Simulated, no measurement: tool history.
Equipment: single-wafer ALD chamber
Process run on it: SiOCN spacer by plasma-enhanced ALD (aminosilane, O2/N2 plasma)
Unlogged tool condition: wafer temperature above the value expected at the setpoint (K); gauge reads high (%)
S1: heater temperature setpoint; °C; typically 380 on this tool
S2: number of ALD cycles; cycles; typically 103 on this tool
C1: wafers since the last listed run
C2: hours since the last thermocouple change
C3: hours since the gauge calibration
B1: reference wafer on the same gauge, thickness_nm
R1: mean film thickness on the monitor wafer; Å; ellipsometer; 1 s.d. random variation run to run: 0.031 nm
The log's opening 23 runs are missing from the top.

run 24 day=52.746 | S1=369 S2=89 | C1=82 C2=691 C3=565.9 | B1=6.54 | R1=48.65
run 25 day=55.242 | S1=394 S2=103 | C1=188 C2=750.9 C3=625.8 | B1=6.537 | R1=55.34
run 26 day=57.792 | S1=369 S2=88 | C1=192 C2=812.1 C3=687 | B1=6.54 | R1=47.31
run 27 day=59.696 | S1=380 S2=103 | C1=143 C2=857.8 C3=732.7 | B1=6.545 | R1=55.42
run 28 day=60.875 | S1=366 S2=89 | C1=88 C2=886.1 C3=761 | B1=6.536 | R1=48.64
run 29 day=63.325 | S1=380 S2=103 | C1=184 C2=944.9 C3=819.8 | B1=6.541 | R1=56.16
run 30 day=65.396 | S1=380 S2=103 | C1=156 C2=994.6 C3=869.5 | B1=6.54 | R1=55.36
run 31 day=66.4 | S1=380 S2=103 | C1=75 C2=1018.7 C3=893.6 | B1=6.54 | R1=55.93
run 32 day=67.733 | S1=373 S2=91 | C1=100 C2=1050.7 C3=925.6 | B1=6.54 | R1=49.13
run 33 day=70.488 | S1=394 S2=123 | C1=207 C2=1116.8 C3=991.7 | B1=6.539 | R1=67.59
run 34 day=71.829 | S1=388 S2=108 | C1=101 C2=1149 C3=1023.9 | B1=6.539 | R1=59.06
run 35 day=73.079 | S1=392 S2=110 | C1=94 C2=1179 C3=1053.9 | B1=6.538 | R1=59.19
run 36 day=74.988 | S1=372 S2=95 | C1=143 C2=1224.8 C3=1099.7 | B1=6.542 | R1=51.22
run 37 day=77.158 | S1=386 S2=114 | C1=163 C2=1276.9 C3=1151.8 | B1=6.542 | R1=61.83
run 38 day=78.738 | S1=380 S2=103 | C1=119 C2=1314.8 C3=1189.7 | B1=6.536 | R1=55.77
-- day=80.458 thermocouple changed; heater temperature recalibrated
run 39 day=80.479 | S1=380 S2=103 | C1=106 C2=0.5 C3=1231.5 | B1=6.538 | R1=56.39
run 40 day=81.383 | S1=380 S2=103 | C1=68 C2=22.2 C3=1253.2 | B1=6.542 | R1=56.08
run 41 day=83.546 | S1=380 S2=103 | C1=163 C2=74.1 C3=1305.1 | B1=6.538 | R1=56.04
run 42 day=85.421 | S1=394 S2=93 | C1=141 C2=119.1 C3=1350.1 | B1=6.539 | R1=50.52
run 43 day=86.675 | S1=380 S2=103 | C1=94 C2=149.2 C3=1380.2 | B1=6.538 | R1=56.18
run 44 day=88.346 | S1=391 S2=117 | C1=126 C2=189.3 C3=1420.3 | B1=6.531 | R1=63.3
-- day=89.492 gauge calibrated
run 45 day=89.967 | S1=393 S2=84 | C1=122 C2=228.2 C3=11.4 | B1=6.542 | R1=45.51
run 46 day=91.062 | S1=374 S2=103 | C1=82 C2=254.5 C3=37.7 | B1=6.541 | R1=55.88

Alternative continuations, all from the tool just after run 46; predict every row:
run A day=91.088 | S1=380 S2=103 | C1=1 C2=255.1 C3=38.3 | B1=? | R1=?
run B day=91.088 | S1=388 S2=103 | C1=1 C2=255.1 C3=38.3 | B1=? | R1=?
run C day=91.088 | S1=387 S2=117 | C1=1 C2=255.1 C3=38.3 | B1=? | R1=?
run D day=91.088 | S1=371 S2=97 | C1=1 C2=255.1 C3=38.3 | B1=? | R1=?
run E day=91.088 | S1=390 S2=113 | C1=1 C2=255.1 C3=38.3 | B1=? | R1=?

run=A B1=6.539 R1=56.18
run=B B1=6.539 R1=56.18
run=C B1=6.539 R1=63.81
run=D B1=6.539 R1=52.9
run=E B1=6.539 R1=61.63
Without the tool's hidden state the same runs would have given:
run=A R1=56.18
run=B R1=56.18
run=C R1=63.81
run=D R1=52.9
run=E R1=61.63
